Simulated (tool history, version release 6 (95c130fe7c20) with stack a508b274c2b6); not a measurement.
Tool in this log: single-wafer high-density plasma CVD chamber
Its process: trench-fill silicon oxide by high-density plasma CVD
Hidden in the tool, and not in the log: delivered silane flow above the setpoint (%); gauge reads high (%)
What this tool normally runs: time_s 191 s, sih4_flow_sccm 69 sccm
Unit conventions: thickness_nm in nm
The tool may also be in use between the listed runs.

run	hour	time_s	sih4_flow_sccm	wafers since the last listed run	hours since the silane flow controller was replaced	hours since the gauge calibration	read-back reference wafer on the same gauge, thickness_nm	thickness_nm
1	0	191	69	0	2273	1547.2	1469.775	1306.556
2	39.8	191	69	200	2312.8	1587	1468.321	1302.221
3	68.7	191	69	145	2341.7	1615.9	1469.751	1305.161
4	139.1	191	69	354	2412.1	1686.3	1468.263	1309.773
5	178.3	191	69	197	2451.3	1725.5	1467.729	1303.224
6	241.5	191	69	318	2514.5	1788.7	1467.271	1305.197
7	302.2	213	73	305	2575.2	1849.4	1467.962	1527.586
8	350.5	191	72	243	2623.5	1897.7	1468.646	1358.691
9	413	191	72	314	2686	1960.2	1466.809	1364.341
10	470.7	175	60	290	2743.7	2017.9	1467.514	1050.827
11	516.4	175	60	230	2789.4	2063.6	1467.331	1056.139
12	553.4	175	64	186	2826.4	2100.6	1467.108	1113.575
13	618.7	175	64	329	2891.7	2165.9	1467.712	1117.033
14	668	175	64	248	2941	2215.2	1465.975	1120.634
15	702.3	191	69	172	2975.3	2249.5	1466.08	1302.86
16	743.9	191	69	209	3016.9	2291.1	1466.252	1304.321
# hour 756: gauge calibrated
17	808.4	191	69	325	3081.4	52.4	1486.212	1323.762
18	862.8	191	69	274	3135.8	106.8	1485.071	1316.699
19	900.4	191	69	189	3173.4	144.4	1482.966	1317.144
20	954.8	191	69	274	3227.8	198.8	1481.798	1315.992
21	1001.4	180	58	234	3274.4	245.4	1480.109	1062.208
22	1058.3	191	57	286	3331.3	302.3	1479.141	1107.191
23	1196.9	191	69	698	3469.9	440.9	1476.579	1317.916
24	1229.2	154	58	162	3502.2	473.2	1475.645	910.133
25	1292.7	219	57	320	3565.7	536.7	1473.444	1266.947
26	1362.8	227	77	353	3635.8	606.8	1473.429	1714.395
27	1397.8	210	78	176	3670.8	641.8	1472.562	1606.633
# hour 1457.3: silane flow controller replaced
28	1457.8	175	58	262	0.5	701.8	1470.809	1026.93
29	1646.5	191	72	950	189.2	890.5	1469.36	1358.465
30	1709.7	229	64	318	252.4	953.7	1468.783	1466.651
31	1770.5	210	78	306	313.2	1014.5	1467.256	1607.836
32	1796.8	191	80	132	339.5	1040.8	1467.996	1500.912
33	1828.2	226	58	158	370.9	1072.2	1468.857	1321.032
34	1876.1	161	69	241	418.8	1120.1	1467.516	1098.341
35	1917.8	191	69	210	460.5	1161.8	1466.541	1305.176
36	1949.7	210	61	160	492.4	1193.7	1466.359	1281.459
37	1997.2	204	62	239	539.9	1241.2	1466.932	1270.71
38	2066.9	175	58	351	609.6	1310.9	1467.587	1022.171
39	2093.2	191	65	132	635.9	1337.2	1465.293	1232.426
40	2161.5	171	56	344	704.2	1405.5	1465.669	968.352

Below are 5 alternative next runs, each starting from the tool's condition after run 40. Predict each:
A	2162	191	69	2	704.7	1406	?	?
B	2162	202	78	2	704.7	1406	?	?
C	2162	158	79	2	704.7	1406	?	?
D	2162	180	79	2	704.7	1406	?	?
E	2162	226	69	2	704.7	1406	?	?

run	read-back reference wafer on the same gauge, thickness_nm	thickness_nm
A	1464.165	1305.69
B	1464.165	1544.591
C	1464.165	1222.373
D	1464.165	1392.577
E	1464.165	1544.952
Without the tool's hidden state the same runs would have given:
run	thickness_nm
A	1327.914
B	1570.882
C	1243.179
D	1416.28
E	1571.249
